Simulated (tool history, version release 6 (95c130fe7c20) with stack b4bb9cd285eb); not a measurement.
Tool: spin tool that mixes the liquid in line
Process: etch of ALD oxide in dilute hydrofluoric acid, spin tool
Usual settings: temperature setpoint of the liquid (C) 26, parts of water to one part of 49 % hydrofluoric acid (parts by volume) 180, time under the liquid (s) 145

run,hour,temperature setpoint of the liquid (C),parts of water to one part of 49 % hydrofluoric acid (parts by volume),time under the liquid (s),wafers since the last listed run,hours since the thermometer was replaced,hours since the hydrofluoric acid flow meter was replaced,hours since the gauge calibration,"read-back film thickness of the ALD oxide reference wafer, read on the same gauge (nm)",thickness taken off the ALD oxide on a monitor wafer (nm)
1,0,26,180,145,0,2132.3,184.7,358.7,80.02,15.56
2,28.7,26,180,105,310,2161,213.4,387.4,80.01,11.23
3,42.6,26,180,105,150,2174.9,227.3,401.3,79.99,11.22
4,69.8,26,180,145,294,2202.1,254.5,428.5,79.97,15.56
5,95.3,26,180,145,275,2227.6,280,454,80.03,15.52
6,125.7,26,180,145,328,2258,310.4,484.4,80.01,15.48
7,150.3,24,180,145,266,2282.6,335,509,80,14.4
8,174.1,24,180,145,257,2306.4,358.8,532.8,79.99,14.34
9,208.9,24,180,145,376,2341.2,393.6,567.6,79.97,14.3
10,224.2,26,180,190,165,2356.5,408.9,582.9,80.03,20.24
11,255.5,26,180,170,338,2387.8,440.2,614.2,79.98,17.95
# hour 277.9: gauge calibrated
12,289,26,180,145,362,2421.3,473.7,11.1,80.01,15.25
13,323.9,22,205,185,377,2456.2,508.6,46,80.02,14.43
14,356.7,26,180,145,354,2489,541.4,78.8,79.98,15.22
15,380.9,29,155,175,261,2513.2,565.6,103,79.99,24.64
16,400.8,30,95,90,215,2533.1,585.5,122.9,80.01,23.36
# hour 414: hydrofluoric acid flow meter replaced
# hour 415.2: thermometer replaced
17,430.9,22,250,200,304,15.7,16.9,153,80,11.65
18,466.5,30,240,210,385,51.3,52.5,188.6,80,16.97
19,480,26,230,145,146,64.8,66,202.1,80,10.85
20,495.1,26,180,145,163,79.9,81.1,217.2,80.02,14.69
21,514.9,26,180,145,214,99.7,100.9,237,80.01,14.54
22,534.3,22.5,145,210,209,119.1,120.3,256.4,79.98,24.09
23,551.9,21.5,125,180,190,136.7,137.9,274,79.99,23.43

Hidden state or all else? Some run-to-run changes of thickness taken off the ALD oxide on a monitor wafer (nm), split into what the settings, what came in and random variation would give without the hidden state, and what is left for the hidden state (with any gauge scatter that isn't in both results):
The hidden state here: liquid hotter than its thermometer reads (K); hydrofluoric acid flow below the setpoint (%); gauge reads high (%).
Run 14 -> 15: temperature setpoint of the liquid (C) 26 -> 29, parts of water to one part of 49 % hydrofluoric acid (parts by volume) 180 -> 155, time under the liquid (s) 145 -> 175. thickness taken off the ALD oxide on a monitor wafer (nm) +9.42: hidden state +0.34, all else +9.08.
Run 16 -> 17: temperature setpoint of the liquid (C) 30 -> 22, parts of water to one part of 49 % hydrofluoric acid (parts by volume) 95 -> 250, time under the liquid (s) 90 -> 200, hydrofluoric acid flow meter replaced, thermometer replaced. thickness taken off the ALD oxide on a monitor wafer (nm) -11.71: hidden state -1.03, all else -10.68.
Run 21 -> 22: temperature setpoint of the liquid (C) 26 -> 22.5, parts of water to one part of 49 % hydrofluoric acid (parts by volume) 180 -> 145, time under the liquid (s) 145 -> 210. thickness taken off the ALD oxide on a monitor wafer (nm) +9.55: hidden state -0.05, all else +9.6.
